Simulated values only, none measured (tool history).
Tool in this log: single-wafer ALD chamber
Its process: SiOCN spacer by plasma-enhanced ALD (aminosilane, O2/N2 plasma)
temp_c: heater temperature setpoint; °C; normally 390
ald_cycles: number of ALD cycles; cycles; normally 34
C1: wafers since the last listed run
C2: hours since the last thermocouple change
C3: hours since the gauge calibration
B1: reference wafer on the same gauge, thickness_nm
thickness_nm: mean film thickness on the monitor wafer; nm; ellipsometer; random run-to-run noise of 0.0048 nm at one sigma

Run 1, hour 0: usual settings; C1 0; C2 860.8; C3 76.4; B1 1.76. Result: thickness_nm 1.933 nm.
Run 2, hour 68.9: usual settings; C1 702; C2 929.7; C3 145.3; B1 1.761. Result: thickness_nm 1.935 nm.
Run 3, hour 109.7: usual settings; C1 415; C2 970.5; C3 186.1; B1 1.761. Result: thickness_nm 1.933 nm.
Run 4, hour 175.1: usual settings; C1 666; C2 1035.9; C3 251.5; B1 1.76. Result: thickness_nm 1.936 nm.
Run 5, hour 242.9: usual settings but ald_cycles 37 cycles; C1 690; C2 1103.7; C3 319.3; B1 1.76. Result: thickness_nm 2.1 nm.
Run 6, hour 348.3: usual settings; C1 1073; C2 1209.1; C3 424.7; B1 1.758. Result: thickness_nm 1.922 nm.
Run 7, hour 395.2: usual settings; C1 477; C2 1256; C3 471.6; B1 1.76. Result: thickness_nm 1.932 nm.
Run 8, hour 457.9: usual settings but ald_cycles 32 cycles; C1 638; C2 1318.7; C3 534.3; B1 1.759. Result: thickness_nm 1.823 nm.
Run 9, hour 482.4: usual settings but ald_cycles 32 cycles; C1 249; C2 1343.2; C3 558.8; B1 1.761. Result: thickness_nm 1.823 nm.
Run 10, hour 536.1: usual settings; C1 547; C2 1396.9; C3 612.5; B1 1.761. Result: thickness_nm 1.937 nm.
Run 11, hour 738.2: usual settings; C1 2059; C2 1599; C3 814.6; B1 1.76. Result: thickness_nm 1.935 nm.
Run 12, hour 772.4: usual settings; C1 348; C2 1633.2; C3 848.8; B1 1.76. Result: thickness_nm 1.937 nm.
Run 13, hour 915.5: usual settings; C1 1458; C2 1776.3; C3 991.9; B1 1.761. Result: thickness_nm 1.934 nm.
Run 14, hour 1117.6: usual settings but temp_c 395 °C, ald_cycles 32 cycles; C1 2059; C2 1978.4; C3 1194; B1 1.76. Result: thickness_nm 1.816 nm.
Run 15, hour 1176.2: usual settings but temp_c 395 °C, ald_cycles 32 cycles; C1 597; C2 2037; C3 1252.6; B1 1.758. Result: thickness_nm 1.81 nm.
Run 16, hour 1220.2: usual settings; C1 448; C2 2081; C3 1296.6; B1 1.762. Result: thickness_nm 1.937 nm.
At hour 1260.3: gauge calibrated.
Run 17, hour 1264.8: usual settings; C1 454; C2 2125.6; C3 4.5; B1 1.76. Result: thickness_nm 1.94 nm.
Run 18, hour 1290.1: usual settings; C1 257; C2 2150.9; C3 29.8; B1 1.76. Result: thickness_nm 1.928 nm.
Run 19, hour 1327.3: usual settings but ald_cycles 30 cycles; C1 379; C2 2188.1; C3 67; B1 1.761. Result: thickness_nm 1.702 nm.
Run 20, hour 1372.5: usual settings; C1 460; C2 2233.3; C3 112.2; B1 1.76. Result: thickness_nm 1.932 nm.
Run 21, hour 1424.7: usual settings but ald_cycles 29 cycles; C1 531; C2 2285.5; C3 164.4; B1 1.761. Result: thickness_nm 1.655 nm.
At hour 1458: thermocouple changed; heater temperature recalibrated.
Run 22, hour 1473.6: usual settings but ald_cycles 39 cycles; C1 416; C2 15.6; C3 213.3; B1 1.762. Result: thickness_nm 2.217 nm.
Run 23, hour 1508.2: usual settings; C1 352; C2 50.2; C3 247.9; B1 1.759. Result: thickness_nm 1.937 nm.
Run 24, hour 1575: usual settings but temp_c 402 °C, ald_cycles 29 cycles; C1 680; C2 117; C3 314.7; B1 1.76. Result: thickness_nm 1.633 nm.
Run 25, hour 1632.8: usual settings but temp_c 394 °C, ald_cycles 36 cycles; C1 588; C2 174.8; C3 372.5; B1 1.761. Result: thickness_nm 2.054 nm.
Run 26, hour 1670.9: usual settings but temp_c 380 °C, ald_cycles 38 cycles; C1 388; C2 212.9; C3 410.6; B1 1.76. Result: thickness_nm 2.167 nm.
Run 27, hour 1810.6: usual settings but temp_c 375 °C; C1 1423; C2 352.6; C3 550.3; B1 1.76. Result: thickness_nm 1.936 nm.
Run 28, hour 1855.9: usual settings but temp_c 401 °C; C1 461; C2 397.9; C3 595.6; B1 1.76. Result: thickness_nm 1.927 nm.
Run 29, hour 1895.2: usual settings; C1 400; C2 437.2; C3 634.9; B1 1.76. Result: thickness_nm 1.933 nm.
Run 30, hour 1949.4: usual settings but temp_c 385 °C, ald_cycles 37 cycles; C1 552; C2 491.4; C3 689.1; B1 1.76. Result: thickness_nm 2.099 nm.
Run 31, hour 1973.9: usual settings but temp_c 384 °C, ald_cycles 40 cycles; C1 249; C2 515.9; C3 713.6; B1 1.76. Result: thickness_nm 2.285 nm.
Run 32, hour 2019.1: usual settings but temp_c 403 °C, ald_cycles 36 cycles; C1 460; C2 561.1; C3 758.8; B1 1.76. Result: thickness_nm 2.015 nm.
Run 33, hour 2090.1: usual settings but temp_c 379 °C, ald_cycles 29 cycles; C1 723; C2 632.1; C3 829.8; B1 1.761. Result: thickness_nm 1.651 nm.

Below are 5 alternative next runs, each starting from the tool's condition after run 33. Predict each:
Run A, hour 2090.6: usual settings; C1 5; C2 632.6; C3 830.3; B1 ?. Result: thickness_nm ?.
Run B, hour 2090.6: usual settings but temp_c 404 °C, ald_cycles 39 cycles; C1 5; C2 632.6; C3 830.3; B1 ?. Result: thickness_nm ?.
Run C, hour 2090.6: usual settings but temp_c 403 °C, ald_cycles 40 cycles; C1 5; C2 632.6; C3 830.3; B1 ?. Result: thickness_nm ?.
Run D, hour 2090.6: usual settings but temp_c 403 °C, ald_cycles 38 cycles; C1 5; C2 632.6; C3 830.3; B1 ?. Result: thickness_nm ?.
Run E, hour 2090.6: usual settings but temp_c 399 °C, ald_cycles 38 cycles; C1 5; C2 632.6; C3 830.3; B1 ?. Result: thickness_nm ?.

run     B1  thickness_nm
  A  1.758          1.94
  B  1.758         2.185
  C  1.758         2.249
  D  1.758         2.136
  E  1.758         2.166
With the hidden condition removed and each run's random variation left untouched, the same runs would have given:
run  thickness_nm
  A          1.94
  B         2.185
  C         2.249
  D         2.136
  E         2.166
